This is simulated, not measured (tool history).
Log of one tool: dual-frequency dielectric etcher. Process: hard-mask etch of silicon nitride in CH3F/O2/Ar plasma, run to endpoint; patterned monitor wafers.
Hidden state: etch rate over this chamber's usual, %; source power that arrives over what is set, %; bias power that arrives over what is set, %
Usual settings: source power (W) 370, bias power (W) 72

| run | day | source power (W) | bias power (W) | wafers since the last listed run | hours since the last wet clean | hours since the last source power generator calibration | hours since the last bias power generator calibration | hours since the last upper electrode change | incoming incoming film thickness, nm | endpoint time (s) |
|---|---|---|---|---|---|---|---|---|---|---|
| 1 | 0 | 370 | 64 | 0 | 489.3 | 3583.3 | 5094.7 | 4975.2 | 39.06 | 66.3 |
| 2 | 0.546 | 370 | 72 | 148 | 502.4 | 3596.4 | 5107.8 | 4988.3 | 39.17 | 63.2 |
| 3 | 0.858 | 370 | 72 | 85 | 509.9 | 3603.9 | 5115.3 | 4995.8 | 38.92 | 63 |
| 4 | 1.342 | 370 | 72 | 131 | 521.5 | 3615.5 | 5126.9 | 5007.4 | 39.13 | 63 |
| 5 | 1.871 | 310 | 72 | 144 | 534.2 | 3628.2 | 5139.6 | 5020.1 | 39.05 | 67.3 |
| 6 | 2.288 | 370 | 72 | 113 | 544.2 | 3638.2 | 5149.6 | 5030.1 | 39.54 | 63.8 |
| 7 | 2.812 | 370 | 72 | 143 | 556.8 | 3650.8 | 5162.2 | 5042.7 | 39.42 | 63.7 |
| 8 | 3.521 | 370 | 72 | 193 | 573.8 | 3667.8 | 5179.2 | 5059.7 | 39.23 | 63.4 |
| 9 | 3.783 | 370 | 81 | 71 | 580.1 | 3674.1 | 5185.5 | 5066 | 39.34 | 60.2 |
| 10 | 4.138 | 370 | 81 | 96 | 588.6 | 3682.6 | 5194 | 5074.5 | 39.3 | 60.4 |
|  | 5.688 | wet clean of the chamber |
| 11 | 5.708 | 370 | 81 | 155 | 0.5 | 3720.3 | 5231.7 | 5112.2 | 39.15 | 56.6 |
| 12 | 5.725 | 370 | 72 | 4 | 0.9 | 3720.7 | 5232.1 | 5112.6 | 39.13 | 59.7 |
| 13 | 5.738 | 370 | 72 | 3 | 1.2 | 3721 | 5232.4 | 5112.9 | 39.08 | 59.3 |
| 14 | 6.283 | 370 | 72 | 148 | 14.3 | 3734.1 | 5245.5 | 5126 | 39.27 | 60 |
|  | 6.633 | source power generator calibrated |
| 15 | 8.092 | 370 | 85 | 447 | 57.7 | 35 | 5288.9 | 5169.4 | 39.29 | 55.3 |
| 16 | 8.479 | 310 | 65 | 105 | 67 | 44.3 | 5298.2 | 5178.7 | 39.25 | 67.9 |
| 17 | 8.892 | 370 | 72 | 112 | 76.9 | 54.2 | 5308.1 | 5188.6 | 38.94 | 59.8 |
|  | 9.088 | bias power generator calibrated |
| 18 | 9.521 | 410 | 64 | 126 | 92 | 69.3 | 10.4 | 5203.7 | 39.18 | 61.1 |
| 19 | 9.979 | 410 | 87 | 125 | 103 | 80.3 | 21.4 | 5214.7 | 39.7 | 53.8 |
|  | 11.021 | upper electrode replaced |
| 20 | 11.817 | 340 | 86 | 228 | 147.1 | 124.4 | 65.5 | 19.1 | 39.35 | 58.1 |
| 21 | 12.454 | 370 | 72 | 173 | 162.4 | 139.7 | 80.8 | 34.4 | 39.43 | 60.8 |
| 22 | 12.879 | 370 | 81 | 115 | 172.6 | 149.9 | 91 | 44.6 | 39.22 | 57.1 |
| 23 | 13.379 | 320 | 90 | 136 | 184.6 | 161.9 | 103 | 56.6 | 39.31 | 58.1 |
| 24 | 13.962 | 370 | 72 | 159 | 198.6 | 175.9 | 117 | 70.6 | 38.71 | 60 |
| 25 | 14.433 | 280 | 85 | 128 | 209.9 | 187.2 | 128.3 | 81.9 | 39.6 | 63.3 |
| 26 | 15.275 | 420 | 77 | 229 | 230.1 | 207.4 | 148.5 | 102.1 | 39.28 | 56.4 |
| 27 | 15.842 | 440 | 66 | 154 | 243.7 | 221 | 162.1 | 115.7 | 39.13 | 59.4 |
| 28 | 16.208 | 370 | 72 | 100 | 252.5 | 229.8 | 170.9 | 124.5 | 39.09 | 60.8 |
| 29 | 16.938 | 310 | 80 | 198 | 270 | 247.3 | 188.4 | 142 | 39.4 | 62.9 |
| 30 | 17.546 | 370 | 82 | 165 | 284.6 | 261.9 | 203 | 156.6 | 39.24 | 57.8 |

3 ways to go on from here, each from the tool as it stands after run 30. What would each give?
| A | 17.562 | 450 | 72 | 4 | 285 | 262.3 | 203.4 | 157 | 38.97 | ? |
| B | 17.562 | 370 | 67 | 4 | 285 | 262.3 | 203.4 | 157 | 38.97 | ? |
| C | 17.562 | 340 | 77 | 4 | 285 | 262.3 | 203.4 | 157 | 38.97 | ? |

| run | endpoint time (s) |
|---|---|
| A | 56.1 |
| B | 62.6 |
| C | 60.7 |
Without the tool's hidden state the same runs would have given:
| run | endpoint time (s) |
|---|---|
| A | 55.1 |
| B | 61.6 |
| C | 59.7 |
